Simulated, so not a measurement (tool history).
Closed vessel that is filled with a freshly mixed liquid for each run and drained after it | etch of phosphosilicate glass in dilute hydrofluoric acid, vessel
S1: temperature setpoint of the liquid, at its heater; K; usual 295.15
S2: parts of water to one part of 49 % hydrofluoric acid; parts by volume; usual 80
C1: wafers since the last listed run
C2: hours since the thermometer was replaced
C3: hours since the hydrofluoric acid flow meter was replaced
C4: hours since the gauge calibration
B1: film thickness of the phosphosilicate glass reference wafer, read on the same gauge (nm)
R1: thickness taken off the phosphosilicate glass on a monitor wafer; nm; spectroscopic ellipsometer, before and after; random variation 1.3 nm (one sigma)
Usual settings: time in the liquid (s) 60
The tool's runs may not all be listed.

run 1 hour=0.0 | S1=295.15 S2=80 time_in_the_liquid_(s)=60 | C1=0 C2=2319.8 C3=467.1 C4=1453.0 | B1=29.98 | R1=118.83
run 2 hour=47.1 | S1=295.15 S2=80 time_in_the_liquid_(s)=60 | C1=3635 C2=2366.9 C3=514.2 C4=1500.1 | B1=29.97 | R1=117.81
run 3 hour=116.1 | S1=295.15 S2=80 time_in_the_liquid_(s)=60 | C1=5325 C2=2435.9 C3=583.2 C4=1569.1 | B1=30.01 | R1=116.02
run 4 hour=170.5 | S1=295.15 S2=80 time_in_the_liquid_(s)=60 | C1=4198 C2=2490.3 C3=637.6 C4=1623.5 | B1=29.96 | R1=117.22
run 5 hour=212.4 | S1=298.65 S2=80 time_in_the_liquid_(s)=60 | C1=3234 C2=2532.2 C3=679.5 C4=1665.4 | B1=29.97 | R1=132.53
run 6 hour=280.4 | S1=298.65 S2=80 time_in_the_liquid_(s)=60 | C1=5248 C2=2600.2 C3=747.5 C4=1733.4 | B1=30.02 | R1=132.81
-- hour=322.7 hydrofluoric acid flow meter replaced
run 7 hour=343.1 | S1=295.15 S2=80 time_in_the_liquid_(s)=60 | C1=4762 C2=2662.9 C3=20.4 C4=1796.1 | B1=30.00 | R1=121.77
run 8 hour=412.9 | S1=295.15 S2=80 time_in_the_liquid_(s)=60 | C1=5387 C2=2732.7 C3=90.2 C4=1865.9 | B1=29.98 | R1=122.68
run 9 hour=442.1 | S1=295.15 S2=115 time_in_the_liquid_(s)=60 | C1=2253 C2=2761.9 C3=119.4 C4=1895.1 | B1=29.96 | R1=80.68
-- hour=448.1 thermometer replaced
run 10 hour=635.5 | S1=292.15 S2=80 time_in_the_liquid_(s)=70 | C1=14850 C2=187.4 C3=312.8 C4=2088.5 | B1=30.04 | R1=130.16
run 11 hour=840.8 | S1=295.15 S2=90 time_in_the_liquid_(s)=60 | C1=15846 C2=392.7 C3=518.1 C4=2293.8 | B1=30.02 | R1=108.50
run 12 hour=899.9 | S1=295.15 S2=80 time_in_the_liquid_(s)=35 | C1=4561 C2=451.8 C3=577.2 C4=2352.9 | B1=29.98 | R1=71.05
run 13 hour=966.5 | S1=291.65 S2=115 time_in_the_liquid_(s)=80 | C1=5140 C2=518.4 C3=643.8 C4=2419.5 | B1=29.96 | R1=92.63
run 14 hour=996.7 | S1=295.15 S2=65 time_in_the_liquid_(s)=45 | C1=2331 C2=548.6 C3=674.0 C4=2449.7 | B1=29.99 | R1=111.07
run 15 hour=1067.4 | S1=290.65 S2=90 time_in_the_liquid_(s)=60 | C1=5457 C2=619.3 C3=744.7 C4=2520.4 | B1=30.01 | R1=85.57
-- hour=1068.8 hydrofluoric acid flow meter replaced
run 16 hour=1109.6 | S1=298.15 S2=110 time_in_the_liquid_(s)=90 | C1=3180 C2=661.5 C3=40.8 C4=2562.6 | B1=29.98 | R1=156.77
run 17 hour=1159.8 | S1=295.15 S2=90 time_in_the_liquid_(s)=60 | C1=3874 C2=711.7 C3=91.0 C4=2612.8 | B1=29.97 | R1=115.02
run 18 hour=1195.1 | S1=298.15 S2=105 time_in_the_liquid_(s)=60 | C1=2724 C2=747.0 C3=126.3 C4=2648.1 | B1=29.97 | R1=106.51
run 19 hour=1239.3 | S1=295.15 S2=105 time_in_the_liquid_(s)=60 | C1=3411 C2=791.2 C3=170.5 C4=2692.3 | B1=30.00 | R1=94.61
run 20 hour=1264.5 | S1=295.15 S2=95 time_in_the_liquid_(s)=70 | C1=1945 C2=816.4 C3=195.7 C4=2717.5 | B1=30.01 | R1=124.12
run 21 hour=1294.8 | S1=299.65 S2=115 time_in_the_liquid_(s)=45 | C1=2338 C2=846.7 C3=226.0 C4=2747.8 | B1=30.04 | R1=76.22
run 22 hour=1329.4 | S1=295.15 S2=45 time_in_the_liquid_(s)=60 | C1=2670 C2=881.3 C3=260.6 C4=2782.4 | B1=30.02 | R1=235.26
-- hour=1368.0 gauge calibrated
run 23 hour=1535.8 | S1=298.65 S2=40 time_in_the_liquid_(s)=75 | C1=15931 C2=1087.7 C3=467.0 C4=167.8 | B1=29.99 | R1=374.46
run 24 hour=1601.3 | S1=295.15 S2=95 time_in_the_liquid_(s)=70 | C1=5055 C2=1153.2 C3=532.5 C4=233.3 | B1=29.99 | R1=117.60
run 25 hour=1642.6 | S1=295.15 S2=70 time_in_the_liquid_(s)=60 | C1=3187 C2=1194.5 C3=573.8 C4=274.6 | B1=30.01 | R1=139.93
run 26 hour=1684.1 | S1=295.15 S2=110 time_in_the_liquid_(s)=60 | C1=3203 C2=1236.0 C3=615.3 C4=316.1 | B1=29.99 | R1=84.15
run 27 hour=1711.2 | S1=295.15 S2=80 time_in_the_liquid_(s)=45 | C1=2091 C2=1263.1 C3=642.4 C4=343.2 | B1=29.99 | R1=89.28
run 28 hour=1782.2 | S1=295.15 S2=80 time_in_the_liquid_(s)=60 | C1=5480 C2=1334.1 C3=713.4 C4=414.2 | B1=30.04 | R1=118.34
run 29 hour=1847.4 | S1=293.65 S2=110 time_in_the_liquid_(s)=60 | C1=5032 C2=1399.3 C3=778.6 C4=479.4 | B1=30.01 | R1=77.16
run 30 hour=1899.6 | S1=293.65 S2=105 time_in_the_liquid_(s)=40 | C1=4029 C2=1451.5 C3=830.8 C4=531.6 | B1=29.98 | R1=54.27
-- hour=1904.5 hydrofluoric acid flow meter replaced
run 31 hour=1971.2 | S1=295.15 S2=80 time_in_the_liquid_(s)=60 | C1=5449 C2=1523.1 C3=66.7 C4=603.2 | B1=29.98 | R1=128.36

Forecast each of these 5 alternatives for the next run:
run A hour=1971.9 | S1=296.65 S2=80 time_in_the_liquid_(s)=60 | C1=54 C2=1523.8 C3=67.4 C4=603.9 | B1=? | R1=?
run B hour=1971.9 | S1=293.65 S2=80 time_in_the_liquid_(s)=60 | C1=54 C2=1523.8 C3=67.4 C4=603.9 | B1=? | R1=?
run C hour=1971.9 | S1=295.15 S2=80 time_in_the_liquid_(s)=85 | C1=54 C2=1523.8 C3=67.4 C4=603.9 | B1=? | R1=?
run D hour=1971.9 | S1=295.15 S2=60 time_in_the_liquid_(s)=45 | C1=54 C2=1523.8 C3=67.4 C4=603.9 | B1=? | R1=?
run E hour=1971.9 | S1=295.15 S2=80 time_in_the_liquid_(s)=50 | C1=54 C2=1523.8 C3=67.4 C4=603.9 | B1=? | R1=?

run=A B1=30.00 R1=136.78
run=B B1=30.00 R1=120.86
run=C B1=30.00 R1=182.22
run=D B1=30.00 R1=131.78
run=E B1=30.00 R1=107.19
Without the tool's hidden state the same runs would have given:
run=A R1=143.62
run=B R1=127.03
run=C R1=191.42
run=D R1=138.48
run=E R1=112.60
